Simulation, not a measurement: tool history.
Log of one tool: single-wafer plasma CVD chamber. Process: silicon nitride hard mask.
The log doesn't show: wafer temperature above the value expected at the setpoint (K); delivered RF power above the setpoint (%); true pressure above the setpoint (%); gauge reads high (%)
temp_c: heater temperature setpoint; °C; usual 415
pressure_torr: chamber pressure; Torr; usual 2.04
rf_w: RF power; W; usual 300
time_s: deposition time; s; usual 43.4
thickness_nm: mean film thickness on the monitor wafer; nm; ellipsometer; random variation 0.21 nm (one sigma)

run	hour	temp_c	pressure_torr	rf_w	time_s	wafers since the last listed run	hours since the last thermocouple change	hours since the last RF generator calibration	hours since the last manometer calibration	hours since the showerhead was replaced	hours since the gauge calibration	read-back reference wafer on the same gauge, thickness_nm	thickness_nm
1	0	415	2.04	300	43.4	0	1459.8	612.6	111.2	4779.6	635.5	43.092	49.616
2	81.9	415	2.04	300	43.4	2330	1541.7	694.5	193.1	4861.5	717.4	43.014	49.436
3	173.9	415	2.04	300	43.4	2618	1633.7	786.5	285.1	4953.5	809.4	43.013	49.372
4	309.6	415	2.04	300	43.4	3861	1769.4	922.2	420.8	5089.2	945.1	42.958	49.502
5	403.8	415	2.04	300	43.4	2680	1863.6	1016.4	515	5183.4	1039.3	43.002	48.877
6	484	415	2.04	300	43.4	2282	1943.8	1096.6	595.2	5263.6	1119.5	43.033	48.976
7	567.8	415	2.04	300	43.4	2384	2027.6	1180.4	679	5347.4	1203.3	43.023	49.109
8	644.1	415	2.04	300	43.4	2171	2103.9	1256.7	755.3	5423.7	1279.6	42.999	49.324
9	704.2	415	2.04	300	43.4	1710	2164	1316.8	815.4	5483.8	1339.7	43.042	48.775
10	754.8	415	2.04	300	43.4	1439	2214.6	1367.4	866	5534.4	1390.3	43.038	49.153
# hour 778.8: showerhead replaced
11	845	415	2.04	300	43.4	2339	2304.8	1457.6	956.2	66.2	1480.5	43.017	49.045
12	883.1	415	2.04	300	43.4	1084	2342.9	1495.7	994.3	104.3	1518.6	42.993	49.06
# hour 924.2: thermocouple changed; heater temperature recalibrated
13	966.8	415	2.04	300	43.4	2154	42.6	1579.4	1078	188	1602.3	43.074	48.871
14	1053.4	415	2.04	300	43.4	2464	129.2	1666	1164.6	274.6	1688.9	43.029	48.971
# hour 1090.1: gauge calibrated
15	1101.4	405	2.04	350	43.4	1365	177.2	1714	1212.6	322.6	11.3	43.011	53.794
16	1180.3	415	2.04	300	43.4	2245	256.1	1792.9	1291.5	401.5	90.2	42.998	49.014
17	1259	429	2.04	250	43.4	2239	334.8	1871.6	1370.2	480.2	168.9	42.892	43.233
18	1316.7	420	2.53	300	46.3	1641	392.5	1929.3	1427.9	537.9	226.6	43.092	55.624
# hour 1338.3: RF generator calibrated
19	1418.6	415	2.04	250	47.2	2672	494.4	80.3	1529.8	639.8	328.5	43.048	45.957
# hour 1474.6: capacitance manometer re-zeroed and calibrated
20	1608.2	404	1.77	345	47.6	5167	684	269.9	133.6	829.4	518.1	43.009	54.275
21	1646.2	423	1.71	340	37.8	1081	722	307.9	171.6	867.4	556.1	43.051	41.363
# hour 1726: RF generator calibrated, repeated, since the last time left the tool worse
22	1750.8	407	2.04	355	43.4	2748	826.6	24.8	276.2	972	660.7	42.966	56.022
23	1827.2	415	2.04	300	43.4	2174	903	101.2	352.6	1048.4	737.1	43.037	50.108
24	1899.5	415	2.32	250	51.7	2057	975.3	173.5	424.9	1120.7	809.4	43.019	55.291
25	1955	415	2.04	265	49	1579	1030.8	229	480.4	1176.2	864.9	43.041	51.964
26	2022.2	415	2.04	300	43.4	1912	1098	296.2	547.6	1243.4	932.1	43.073	49.737

What the log doesn't show, run by run:
wafer temperature above the value expected at the setpoint (K): 0 in every run
true pressure above the setpoint (%): 0 in every run
gauge reads high (%): 0 in every run
H1: delivered RF power above the setpoint (%)
run	H1
1	-3.08
2	-3.28
3	-3.47
4	-3.7
5	-3.83
6	-3.92
7	-4.01
8	-4.08
9	-4.13
10	-4.16
11	-4.22
12	-4.24
13	-4.29
14	-4.32
15	-4.34
16	-4.37
17	-4.4
18	-4.41
19	-8.86
20	-9.92
21	-10.1
22	-0.416
23	-0.933
24	-1.36
25	-1.66
26	-1.98
